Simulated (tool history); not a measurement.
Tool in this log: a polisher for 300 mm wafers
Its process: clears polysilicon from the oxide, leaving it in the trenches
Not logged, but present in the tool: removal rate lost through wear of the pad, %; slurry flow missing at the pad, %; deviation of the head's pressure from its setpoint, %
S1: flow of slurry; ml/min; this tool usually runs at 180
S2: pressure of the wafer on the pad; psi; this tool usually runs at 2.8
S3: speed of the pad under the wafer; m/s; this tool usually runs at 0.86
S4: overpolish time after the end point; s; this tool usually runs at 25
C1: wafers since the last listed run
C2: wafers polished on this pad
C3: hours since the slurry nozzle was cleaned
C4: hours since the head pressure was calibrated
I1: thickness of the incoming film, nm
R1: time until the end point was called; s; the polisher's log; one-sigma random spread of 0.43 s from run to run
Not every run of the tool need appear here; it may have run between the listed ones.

run,hour,S1,S2,S3,S4,C1,C2,C3,C4,I1,R1
1,0,180,2.8,0.86,25,0,1107,37.7,92.7,638.2,48.2
2,91,180,2.8,0.86,25,935,2042,128.7,183.7,642,47.7
3,165.6,180,2.8,0.86,25,766,2809,203.3,258.3,642.8,45.8
# hour 196.7: worn pad replaced by a new one
4,251,180,2.8,0.86,25,836,557,288.7,343.7,639,45.2
# hour 270.9: head pressure recalibrated
5,345.6,180,2.8,0.86,25,952,1509,383.3,74.7,631.9,47.8
6,424.7,180,2.8,0.86,25,813,2323,462.4,153.8,645.9,48.9
# hour 469.1: slurry nozzle cleaned
7,499.3,180,2.8,0.86,25,756,3079,30.2,228.4,640.2,46.9
# hour 527.5: worn pad replaced by a new one
8,596.7,180,2.8,0.86,25,960,711,127.6,325.8,644.5,47.4
# hour 655.9: head pressure recalibrated
9,703.3,180,3.2,0.86,25,1075,1786,234.2,47.4,636,43
# hour 788.1: worn pad replaced by a new one
10,800.5,180,2.8,0.86,25,958,127,331.4,144.6,646.1,48.3
11,897.8,195,3.3,0.58,25,1000,1128,428.7,241.9,627.8,57.9
12,951.9,180,2.2,0.86,40,556,1684,482.8,296,648.2,60.3
13,992,210,2.8,0.86,21,412,2096,522.9,336.1,626.4,44.5
# hour 1001.3: head pressure recalibrated
# hour 1003.7: slurry nozzle cleaned
# hour 1057.7: worn pad replaced by a new one, of another model than before
14,1058.2,180,2.8,1.04,13,608,5,54.5,56.9,652.2,42.2
15,1129.6,210,2.8,0.86,21,734,739,125.9,128.3,634,46.6

Estimate the outcome of run 16 from the log above:
16,1170.5,235,2.8,0.86,38,420,1159,166.8,169.2,652.3,?

{"run 16": {"R1": 47.9}}
The same run, on a tool lacking any hidden state, would have yielded R1 49.1 s.
